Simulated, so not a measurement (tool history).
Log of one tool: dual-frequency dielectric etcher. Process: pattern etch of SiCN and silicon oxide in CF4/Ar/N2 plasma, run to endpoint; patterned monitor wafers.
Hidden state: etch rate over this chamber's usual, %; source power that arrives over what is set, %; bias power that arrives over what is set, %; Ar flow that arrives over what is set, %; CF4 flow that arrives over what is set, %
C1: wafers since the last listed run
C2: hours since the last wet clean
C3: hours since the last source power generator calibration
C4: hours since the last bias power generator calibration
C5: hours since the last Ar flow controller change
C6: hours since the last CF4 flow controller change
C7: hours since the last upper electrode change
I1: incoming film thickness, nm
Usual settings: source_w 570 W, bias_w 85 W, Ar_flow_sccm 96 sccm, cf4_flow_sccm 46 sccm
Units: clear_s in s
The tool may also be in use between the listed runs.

Run 1, day 0.000: usual settings but source_w 630 W; C1 0; C2 289.5; C3 4259.9; C4 3574.6; C5 2505.2; C6 2705.7; C7 3647.4; I1 10.52. Result: clear_s 9.6 s.
At day 0.829: source power generator calibrated.
Run 2, day 3.496: usual settings; C1 1132; C2 373.4; C3 64.0; C4 3658.5; C5 2589.1; C6 2789.6; C7 3731.3; I1 10.56. Result: clear_s 10.0 s.
At day 5.388: CF4 flow controller replaced.
Run 3, day 7.888: usual settings; C1 1408; C2 478.8; C3 169.4; C4 3763.9; C5 2694.5; C6 60.0; C7 3836.7; I1 10.45. Result: clear_s 10.1 s.
At day 9.946: bias power generator calibrated.
Run 4, day 12.204: usual settings; C1 1411; C2 582.4; C3 273.0; C4 54.2; C5 2798.1; C6 163.6; C7 3940.3; I1 10.49. Result: clear_s 10.1 s.
At day 15.162: wet clean of the chamber.
Run 5, day 15.183: usual settings but Ar_flow_sccm 108 sccm; C1 672; C2 0.5; C3 344.5; C4 125.7; C5 2869.6; C6 235.1; C7 4011.8; I1 10.48. Result: clear_s 10.4 s.
Run 6, day 16.183: usual settings but bias_w 95 W, cf4_flow_sccm 57 sccm; C1 340; C2 24.5; C3 368.5; C4 149.7; C5 2893.6; C6 259.1; C7 4035.8; I1 10.57. Result: clear_s 9.7 s.
Run 7, day 20.250: usual settings; C1 1382; C2 122.1; C3 466.1; C4 247.3; C5 2991.2; C6 356.7; C7 4133.4; I1 10.60. Result: clear_s 10.5 s.
Run 8, day 24.433: usual settings but source_w 460 W, bias_w 103 W, Ar_flow_sccm 87 sccm; C1 1422; C2 222.5; C3 566.5; C4 347.7; C5 3091.6; C6 457.1; C7 4233.8; I1 10.54. Result: clear_s 12.6 s.
Run 9, day 27.921: usual settings but bias_w 97 W; C1 1185; C2 306.2; C3 650.2; C4 431.4; C5 3175.3; C6 540.8; C7 4317.5; I1 10.47. Result: clear_s 9.9 s.
Run 10, day 32.342: usual settings but source_w 660 W, bias_w 72 W, Ar_flow_sccm 109 sccm, cf4_flow_sccm 35 sccm; C1 1503; C2 412.3; C3 756.3; C4 537.5; C5 3281.4; C6 646.9; C7 4423.6; I1 10.63. Result: clear_s 9.8 s.
Run 11, day 34.650: usual settings; C1 784; C2 467.7; C3 811.7; C4 592.9; C5 3336.8; C6 702.3; C7 4479.0; I1 10.55. Result: clear_s 10.3 s.
At day 36.867: wet clean of the chamber.
At day 37.733: upper electrode replaced.
Run 12, day 37.754: usual settings but source_w 510 W, bias_w 76 W; C1 421; C2 21.3; C3 886.2; C4 667.4; C5 3411.3; C6 776.8; C7 0.5; I1 10.45. Result: clear_s 11.9 s.
At day 39.954: Ar flow controller replaced.
Run 13, day 49.867: usual settings but Ar_flow_sccm 90 sccm; C1 4033; C2 312.0; C3 1176.9; C4 958.1; C5 237.9; C6 1067.5; C7 291.2; I1 10.51. Result: clear_s 10.3 s.
Run 14, day 53.671: usual settings; C1 1293; C2 403.3; C3 1268.2; C4 1049.4; C5 329.2; C6 1158.8; C7 382.5; I1 10.44. Result: clear_s 10.1 s.
Run 15, day 57.529: usual settings but source_w 670 W, cf4_flow_sccm 42 sccm; C1 1311; C2 495.9; C3 1360.8; C4 1142.0; C5 421.8; C6 1251.4; C7 475.1; I1 10.51. Result: clear_s 8.9 s.
At day 60.033: wet clean of the chamber.
Run 16, day 61.621: usual settings; C1 1051; C2 38.1; C3 1459.0; C4 1240.2; C5 520.0; C6 1349.6; C7 573.3; I1 10.52. Result: clear_s 10.3 s.
Run 17, day 63.525: usual settings but bias_w 79 W, cf4_flow_sccm 55 sccm; C1 647; C2 83.8; C3 1504.7; C4 1285.9; C5 565.7; C6 1395.3; C7 619.0; I1 10.66. Result: clear_s 10.3 s.
Run 18, day 67.450: usual settings but source_w 430 W, bias_w 96 W; C1 1334; C2 178.0; C3 1598.9; C4 1380.1; C5 659.9; C6 1489.5; C7 713.2; I1 10.50. Result: clear_s 14.3 s.
Run 19, day 71.575: usual settings but bias_w 91 W; C1 1402; C2 277.0; C3 1697.9; C4 1479.1; C5 758.9; C6 1588.5; C7 812.2; I1 10.52. Result: clear_s 10.3 s.
Run 20, day 73.325: usual settings but bias_w 106 W, cf4_flow_sccm 37 sccm; C1 595; C2 319.0; C3 1739.9; C4 1521.1; C5 800.9; C6 1630.5; C7 854.2; I1 10.47. Result: clear_s 10.2 s.
Run 21, day 74.867: usual settings but bias_w 99 W; C1 524; C2 356.0; C3 1776.9; C4 1558.1; C5 837.9; C6 1667.5; C7 891.2; I1 10.46. Result: clear_s 10.1 s.
Run 22, day 78.662: usual settings but source_w 700 W; C1 1290; C2 447.1; C3 1868.0; C4 1649.2; C5 929.0; C6 1758.6; C7 982.3; I1 10.53. Result: clear_s 8.4 s.
Run 23, day 81.392: usual settings but source_w 660 W, bias_w 72 W, Ar_flow_sccm 109 sccm, cf4_flow_sccm 35 sccm; C1 928; C2 512.6; C3 1933.5; C4 1714.7; C5 994.5; C6 1824.1; C7 1047.8; I1 10.42. Result: clear_s 9.8 s.

Forecast each of these 5 alternatives for the next run:
Run A, day 81.408: usual settings; C1 5; C2 513.0; C3 1933.9; C4 1715.1; C5 994.9; C6 1824.5; C7 1048.2; I1 10.44. Result: clear_s ?.
Run B, day 81.408: usual settings but bias_w 69 W, cf4_flow_sccm 53 sccm; C1 5; C2 513.0; C3 1933.9; C4 1715.1; C5 994.9; C6 1824.5; C7 1048.2; I1 10.44. Result: clear_s ?.
Run C, day 81.408: usual settings but bias_w 95 W, Ar_flow_sccm 103 sccm; C1 5; C2 513.0; C3 1933.9; C4 1715.1; C5 994.9; C6 1824.5; C7 1048.2; I1 10.44. Result: clear_s ?.
Run D, day 81.408: usual settings but Ar_flow_sccm 112 sccm; C1 5; C2 513.0; C3 1933.9; C4 1715.1; C5 994.9; C6 1824.5; C7 1048.2; I1 10.44. Result: clear_s ?.
Run E, day 81.408: usual settings but Ar_flow_sccm 119 sccm, cf4_flow_sccm 39 sccm; C1 5; C2 513.0; C3 1933.9; C4 1715.1; C5 994.9; C6 1824.5; C7 1048.2; I1 10.44. Result: clear_s ?.

run  clear_s
  A     10.3
  B     10.4
  C     10.2
  D     10.5
  E     11.0
Without the tool's hidden state the same runs would have given:
run  clear_s
  A     10.1
  B     10.2
  C     10.0
  D     10.4
  E     10.8
